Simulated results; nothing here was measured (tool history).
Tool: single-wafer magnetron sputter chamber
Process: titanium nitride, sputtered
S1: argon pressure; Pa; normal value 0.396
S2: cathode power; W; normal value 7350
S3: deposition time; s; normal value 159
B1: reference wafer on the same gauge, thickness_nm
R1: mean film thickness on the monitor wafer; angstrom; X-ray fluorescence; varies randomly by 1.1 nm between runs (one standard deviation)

run    hour     S1    S2   S3       B1       R1
  1       0  0.396  7350  159  237.141  2157.96
         25  -- magnet pack replaced
       59.6  -- sputter target and shields replaced
  2    60.1  0.326  7350  159  236.695  2215.94
  3    92.7  0.326  7350  159  237.032  2194.86
  4   265.1  0.326  7350  159  236.822  2205.71
  5   304.4  0.396  7350  174  237.052  2351.18
  6   365.9  0.396  7350  174  236.812  2352.21
  7   430.1  0.396  7350  159  237.365  2169.08
  8   547.5  0.396  7350  159  237.144  2164.83
      588.4  -- sputter target and shields replaced
  9   617.9  0.396  7350  159  237.642  2132.34
 10   648.9  0.396  7350  159  236.759  2146.94
      669.1  -- gauge calibrated
 11   710.3  0.551  6300  159   236.98  1880.92
 12   748.7  0.396  7350  159  237.057  2168.36
 13   779.6  0.396  7350  159  237.335  2147.09
 14   850.8  0.396  7350  159  237.044  2131.56
 15   891.8  0.396  7350  159  237.385  2126.54
 16     952  0.396  7350  159  237.702  2149.38
 17   999.7  0.298  7350  182  237.042  2532.71
 18    1046  0.527  9000  175  236.961  2577.75
     1097.2  -- sputter target and shields replaced
 19  1115.3  0.396  7350  159  237.426  2154.78
     1159.7  -- capacitance manometer re-zeroed and calibrated
 20  1160.2  0.396  5650  159  237.111   1879.2
 21  1199.7  0.459  8050  190  237.515  2709.82
 22  1267.8  0.451  7350  159  236.704  2133.38
 23  1328.8  0.537  5700  140  236.876  1593.97
 24  1412.2  0.491  7350  159  237.267  2118.68
 25  1472.6  0.449  5600  143  237.027  1655.32
 26  1504.7  0.396  7950  150  237.133  2162.71
 27  1552.8  0.462  7900  159  237.288   2213.2
 28  1593.9  0.396  7350  159  237.278  2175.89
     1621.1  -- sputter target and shields replaced
 29  1651.5  0.396  7350  159   237.23  2159.73
 30  1684.4  0.396  5950  169  237.235  2029.83
 31  1739.3  0.396  8850  159  236.647  2421.63
 32  1792.6  0.396  7350  168  236.697  2278.77
 33  1845.1  0.396  7350  159   236.81  2161.62
 34  1880.5  0.488  7350  141  237.466  1861.61

Results for each run, recomputed without the tool's hidden state and with each run's random variation untouched:
Hidden conditions of the tool in this case: deposition rate above that of a new target (%); true argon pressure above the setpoint (%); gauge reads high (%).
run       R1
  1  2190.21
  2   2244.7
  3   2223.5
  4  2235.25
  5  2388.02
  6  2389.35
  7  2203.58
  8  2199.67
  9  2166.88
 10  2181.81
 11  1920.97
 12  2203.86
 13  2182.32
 14  2166.71
 15   2161.7
 16  2185.05
 17   2566.5
 18  2631.85
 19  2190.85
 20  1880.95
 21  2715.17
 22   2140.7
 23  1602.54
 24  2132.83
 25  1667.33
 26  2177.95
 27  2232.54
 28  2193.91
 29  2179.22
 30  2048.96
 31     2446
 32  2303.03
 33   2185.8
 34  1886.99
